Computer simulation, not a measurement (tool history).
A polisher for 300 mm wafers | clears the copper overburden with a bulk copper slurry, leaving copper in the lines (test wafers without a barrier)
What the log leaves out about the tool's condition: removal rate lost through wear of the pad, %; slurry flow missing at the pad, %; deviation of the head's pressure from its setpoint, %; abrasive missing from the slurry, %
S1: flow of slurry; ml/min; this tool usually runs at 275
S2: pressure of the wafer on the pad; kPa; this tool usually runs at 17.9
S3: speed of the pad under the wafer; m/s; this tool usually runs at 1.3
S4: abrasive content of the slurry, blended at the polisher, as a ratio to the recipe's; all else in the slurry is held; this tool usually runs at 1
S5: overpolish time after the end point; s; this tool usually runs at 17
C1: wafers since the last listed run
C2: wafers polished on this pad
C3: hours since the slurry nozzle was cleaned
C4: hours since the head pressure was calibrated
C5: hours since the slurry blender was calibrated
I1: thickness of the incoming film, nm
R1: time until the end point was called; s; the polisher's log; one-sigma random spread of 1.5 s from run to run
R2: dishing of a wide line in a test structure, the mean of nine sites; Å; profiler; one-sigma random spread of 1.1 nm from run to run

| run | day | S1 | S2 | S3 | S4 | S5 | C1 | C2 | C3 | C4 | C5 | I1 | R1 | R2 |
|---|---|---|---|---|---|---|---|---|---|---|---|---|---|---|
| 1 | 0 | 275 | 17.9 | 1.3 | 1 | 17 | 0 | 2909 | 791.1 | 68.8 | 138.9 | 1212.6 | 122.4 | 617 |
| 2 | 2.458 | 275 | 17.9 | 1.3 | 1 | 17 | 440 | 3349 | 850.1 | 127.8 | 197.9 | 1211 | 125.2 | 603 |
| 3 | 4.525 | 275 | 17.9 | 1.3 | 1 | 17 | 370 | 3719 | 899.7 | 177.4 | 247.5 | 1193.2 | 124.8 | 614 |
|  | 5.425 | slurry nozzle cleaned |
|  | 6.104 | worn pad replaced by a new one |
| 4 | 8.304 | 275 | 17.9 | 1.3 | 0.85 | 17 | 639 | 394 | 69.1 | 268.1 | 338.2 | 1198.9 | 117.3 | 631 |
| 5 | 11.221 | 345 | 17.9 | 1.3 | 1 | 17 | 522 | 916 | 139.1 | 338.1 | 408.2 | 1195.2 | 115.9 | 641 |
| 6 | 15.462 | 345 | 17.9 | 1.3 | 1 | 17 | 759 | 1676 | 240.9 | 439.9 | 510 | 1197.2 | 116.5 | 610 |
|  | 18.658 | slurry blender recalibrated |
| 7 | 18.796 | 320 | 17.9 | 1.3 | 1 | 17 | 582 | 2258 | 320.9 | 519.9 | 3.3 | 1190 | 117.3 | 603 |
| 8 | 21.721 | 275 | 17.9 | 1.3 | 1 | 17 | 523 | 2782 | 391.1 | 590.1 | 73.5 | 1171.6 | 117.6 | 621 |
|  | 24.55 | head pressure recalibrated |
| 9 | 26.079 | 275 | 17.9 | 1.3 | 1 | 17 | 765 | 3548 | 495.7 | 36.7 | 178.1 | 1203.6 | 120.6 | 623 |
|  | 27.488 | worn pad replaced by a new one |
| 10 | 28.717 | 275 | 14.5 | 1.3 | 1 | 17 | 442 | 220 | 559 | 100 | 241.4 | 1191 | 132 | 568 |
| 11 | 33 | 325 | 13.1 | 1.3 | 1 | 17 | 767 | 987 | 661.8 | 202.8 | 344.2 | 1201.7 | 144.3 | 547 |
| 12 | 34.696 | 345 | 17.9 | 1.3 | 1 | 17 | 303 | 1291 | 702.5 | 243.5 | 384.9 | 1204.9 | 113.8 | 633 |
| 13 | 39.125 | 275 | 14.5 | 1.3 | 1 | 13 | 793 | 2084 | 808.8 | 349.8 | 491.2 | 1208 | 138.8 | 501 |
|  | 39.692 | slurry nozzle cleaned |
|  | 43.138 | slurry blender recalibrated |
| 14 | 43.542 | 275 | 17.9 | 1.3 | 1 | 17 | 768 | 2853 | 92.4 | 455.8 | 9.7 | 1198.1 | 121.6 | 606 |
| 15 | 45.533 | 275 | 17.9 | 1.3 | 1 | 17 | 356 | 3210 | 140.2 | 503.6 | 57.5 | 1174.8 | 118.7 | 600 |
|  | 47.912 | head pressure recalibrated |
| 16 | 49.792 | 355 | 17.9 | 1.3 | 1 | 17 | 747 | 3957 | 242.4 | 45.1 | 159.7 | 1185 | 122.3 | 616 |
| 17 | 53.612 | 275 | 17.9 | 1.6 | 1 | 22 | 684 | 4642 | 334.1 | 136.8 | 251.4 | 1209.3 | 102.6 | 677 |
|  | 53.917 | worn pad replaced by a new one |
| 18 | 61.346 | 275 | 15.9 | 1.3 | 0.9 | 9 | 1355 | 1330 | 519.7 | 322.4 | 437 | 1200.6 | 129.6 | 427 |
| 19 | 63.329 | 355 | 17.9 | 1.3 | 1 | 17 | 355 | 1686 | 567.3 | 370 | 484.6 | 1206.5 | 114.8 | 621 |
|  | 66.625 | slurry blender recalibrated |
| 20 | 66.783 | 275 | 15.9 | 1.3 | 0.9 | 9 | 603 | 2289 | 650.2 | 452.9 | 3.8 | 1189 | 133.4 | 413 |
|  | 68.838 | head pressure recalibrated |
| 21 | 70.588 | 275 | 15.9 | 1.3 | 1 | 13 | 666 | 2956 | 741.5 | 42 | 95.1 | 1191.7 | 130.8 | 510 |
| 22 | 74.425 | 225 | 17.9 | 1.3 | 0.85 | 17 | 687 | 3643 | 833.6 | 134.1 | 187.2 | 1204.8 | 132.2 | 615 |
|  | 75.025 | slurry nozzle cleaned |
| 23 | 76.767 | 275 | 17.9 | 1.72 | 1.2 | 10 | 412 | 4055 | 41.8 | 190.3 | 243.4 | 1211.3 | 92.2 | 544 |
|  | 79.312 | worn pad replaced by a new one |
| 24 | 79.992 | 275 | 13.1 | 1.5 | 1 | 17 | 547 | 121 | 119.2 | 267.7 | 320.8 | 1218.1 | 127.9 | 574 |
| 25 | 82.3 | 275 | 17.9 | 1.3 | 1 | 17 | 413 | 535 | 174.6 | 323.1 | 376.2 | 1198.7 | 116.7 | 618 |
| 26 | 83.875 | 275 | 21.4 | 1.68 | 1.2 | 17 | 282 | 817 | 212.4 | 360.9 | 414 | 1175.4 | 73.9 | 725 |
| 27 | 88.275 | 275 | 17.9 | 1.7 | 0.9 | 22 | 788 | 1605 | 318 | 466.5 | 519.6 | 1182.9 | 90.2 | 688 |
|  | 89.796 | head pressure recalibrated |
| 28 | 91.15 | 275 | 17.9 | 1.3 | 1 | 17 | 500 | 2105 | 387 | 32.5 | 588.6 | 1211.1 | 123 | 626 |

Branching from run 28: 4 alternative next runs. What would each branch give?
| A | 91.171 | 275 | 17.9 | 1.3 | 1 | 17 | 3 | 2109 | 387.5 | 33 | 589.1 | 1191.1 | ? | ? |
| B | 91.171 | 305 | 23.4 | 1.3 | 1 | 17 | 3 | 2109 | 387.5 | 33 | 589.1 | 1191.1 | ? | ? |
| C | 91.171 | 365 | 17.9 | 0.84 | 1 | 17 | 3 | 2109 | 387.5 | 33 | 589.1 | 1191.1 | ? | ? |
| D | 91.171 | 355 | 23.4 | 1.3 | 1 | 17 | 3 | 2109 | 387.5 | 33 | 589.1 | 1191.1 | ? | ? |

| run | R1 | R2 |
|---|---|---|
| A | 119.3 | 622 |
| B | 94.9 | 691 |
| C | 180.8 | 517 |
| D | 93.9 | 693 |
Stripped of hidden state, with their random variation kept, the same runs would have yielded:
| run | R1 | R2 |
|---|---|---|
| A | 111.4 | 636 |
| B | 88.7 | 703 |
| C | 168.9 | 535 |
| D | 87.7 | 705 |
